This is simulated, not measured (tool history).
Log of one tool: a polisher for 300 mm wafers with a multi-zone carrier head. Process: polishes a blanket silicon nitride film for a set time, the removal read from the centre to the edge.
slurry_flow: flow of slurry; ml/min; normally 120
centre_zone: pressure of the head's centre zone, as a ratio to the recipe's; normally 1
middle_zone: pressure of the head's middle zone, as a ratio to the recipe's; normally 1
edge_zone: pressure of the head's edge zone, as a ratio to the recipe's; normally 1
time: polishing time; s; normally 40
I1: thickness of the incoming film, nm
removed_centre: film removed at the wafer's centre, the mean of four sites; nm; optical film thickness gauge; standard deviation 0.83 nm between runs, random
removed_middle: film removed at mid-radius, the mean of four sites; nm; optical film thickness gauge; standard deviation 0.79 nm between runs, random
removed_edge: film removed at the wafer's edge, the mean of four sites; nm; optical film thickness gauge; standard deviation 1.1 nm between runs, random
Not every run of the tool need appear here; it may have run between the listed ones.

run 1 hour=0 | slurry_flow=145 centre_zone=1 middle_zone=1 edge_zone=1 time=40 | I1=614.7 | removed_centre=75.7 removed_middle=75.3 removed_edge=72.4
run 2 hour=17.6 | slurry_flow=120 centre_zone=1 middle_zone=1 edge_zone=1 time=40 | I1=619.2 | removed_centre=71.6 removed_middle=72.8 removed_edge=68.3
-- hour=23.3 worn pad replaced by a new one
run 3 hour=28.2 | slurry_flow=120 centre_zone=1 middle_zone=0.92 edge_zone=1 time=40 | I1=603.4 | removed_centre=76.5 removed_middle=73.1 removed_edge=73
run 4 hour=35.8 | slurry_flow=120 centre_zone=1 middle_zone=0.92 edge_zone=1 time=40 | I1=602.3 | removed_centre=76.9 removed_middle=72.3 removed_edge=73.3
run 5 hour=50.5 | slurry_flow=120 centre_zone=1 middle_zone=0.92 edge_zone=1 time=40 | I1=609.7 | removed_centre=74.2 removed_middle=70.3 removed_edge=71.9
run 6 hour=57.4 | slurry_flow=120 centre_zone=1 middle_zone=1 edge_zone=1 time=40 | I1=607.4 | removed_centre=72.6 removed_middle=73.5 removed_edge=73.1
run 7 hour=72.2 | slurry_flow=120 centre_zone=1 middle_zone=1 edge_zone=1 time=40 | I1=602 | removed_centre=71.3 removed_middle=72.2 removed_edge=69
run 8 hour=78.6 | slurry_flow=120 centre_zone=1 middle_zone=1 edge_zone=1 time=45 | I1=608 | removed_centre=79.8 removed_middle=81.6 removed_edge=76.2
-- hour=93.6 worn pad replaced by a new one
run 9 hour=94.1 | slurry_flow=120 centre_zone=1 middle_zone=1 edge_zone=1 time=40 | I1=599.1 | removed_centre=77.8 removed_middle=76.6 removed_edge=77.2
run 10 hour=102 | slurry_flow=120 centre_zone=1 middle_zone=1 edge_zone=1.09 time=40 | I1=614.1 | removed_centre=76.1 removed_middle=76.7 removed_edge=75.7
-- hour=109.4 carrier head's membrane replaced by a new one, of another model than before
run 11 hour=118.2 | slurry_flow=120 centre_zone=1 middle_zone=1 edge_zone=1 time=40 | I1=604.9 | removed_centre=74.3 removed_middle=72.9 removed_edge=71.9
run 12 hour=127.3 | slurry_flow=130 centre_zone=1 middle_zone=0.93 edge_zone=0.89 time=40 | I1=609.9 | removed_centre=75.8 removed_middle=70.1 removed_edge=70.1
run 13 hour=135.9 | slurry_flow=120 centre_zone=1 middle_zone=1 edge_zone=1 time=40 | I1=613.4 | removed_centre=71.2 removed_middle=72.9 removed_edge=71.4
run 14 hour=155.1 | slurry_flow=120 centre_zone=1 middle_zone=1 edge_zone=0.95 time=40 | I1=609.1 | removed_centre=71.8 removed_middle=72.8 removed_edge=68.4
-- hour=166.6 slurry nozzle cleaned
run 15 hour=167.6 | slurry_flow=140 centre_zone=0.93 middle_zone=1 edge_zone=1 time=40 | I1=618.4 | removed_centre=67.4 removed_middle=74 removed_edge=70.9
-- hour=172.2 worn pad replaced by a new one
-- hour=174 edge zone pressure recalibrated
run 16 hour=176.6 | slurry_flow=130 centre_zone=1 middle_zone=1 edge_zone=1 time=50 | I1=617.7 | removed_centre=95.8 removed_middle=97.5 removed_edge=94.7
run 17 hour=220.6 | slurry_flow=110 centre_zone=1.07 middle_zone=1 edge_zone=0.94 time=40 | I1=607.4 | removed_centre=76.6 removed_middle=70.4 removed_edge=67.9
-- hour=231.6 centre zone pressure recalibrated
run 18 hour=234.3 | slurry_flow=150 centre_zone=1 middle_zone=1 edge_zone=1 time=35 | I1=614.2 | removed_centre=65.3 removed_middle=65.8 removed_edge=61.8
-- hour=245.2 worn pad replaced by a new one
run 19 hour=245.7 | slurry_flow=120 centre_zone=1 middle_zone=0.92 edge_zone=1 time=40 | I1=613.9 | removed_centre=76.8 removed_middle=73.7 removed_edge=74.9
run 20 hour=296.5 | slurry_flow=120 centre_zone=1.05 middle_zone=0.93 edge_zone=1 time=54 | I1=603.4 | removed_centre=102.2 removed_middle=91 removed_edge=94.1
run 21 hour=309.8 | slurry_flow=120 centre_zone=1 middle_zone=1 edge_zone=1 time=40 | I1=612.2 | removed_centre=70.4 removed_middle=70.8 removed_edge=69.6

Forecast each of these 5 alternatives for the next run:
run A hour=310.2 | slurry_flow=120 centre_zone=1.07 middle_zone=1 edge_zone=1 time=40 | I1=614 | removed_centre=? removed_middle=? removed_edge=?
run B hour=310.2 | slurry_flow=90 centre_zone=1.05 middle_zone=1 edge_zone=1 time=40 | I1=614 | removed_centre=? removed_middle=? removed_edge=?
run C hour=310.2 | slurry_flow=120 centre_zone=1 middle_zone=0.9 edge_zone=1 time=40 | I1=614 | removed_centre=? removed_middle=? removed_edge=?
run D hour=310.2 | slurry_flow=135 centre_zone=1 middle_zone=0.88 edge_zone=1.08 time=40 | I1=614 | removed_centre=? removed_middle=? removed_edge=?
run E hour=310.2 | slurry_flow=120 centre_zone=0.89 middle_zone=1 edge_zone=1 time=40 | I1=614 | removed_centre=? removed_middle=? removed_edge=?

run=A removed_centre=78.4 removed_middle=71 removed_edge=69.7
run=B removed_centre=69.7 removed_middle=65.6 removed_edge=66
run=C removed_centre=71.2 removed_middle=65.1 removed_edge=69.8
run=D removed_centre=73.4 removed_middle=65.7 removed_edge=73
run=E removed_centre=60 removed_middle=71.1 removed_edge=69.7
What these runs would have given with no unlogged condition in the tool:
run=A removed_centre=85.4 removed_middle=77.4 removed_edge=75.9
run=B removed_centre=76 removed_middle=71.5 removed_edge=71.9
run=C removed_centre=77.6 removed_middle=71 removed_edge=76
run=D removed_centre=80 removed_middle=71.6 removed_edge=79.5
run=E removed_centre=65.4 removed_middle=77.5 removed_edge=75.9
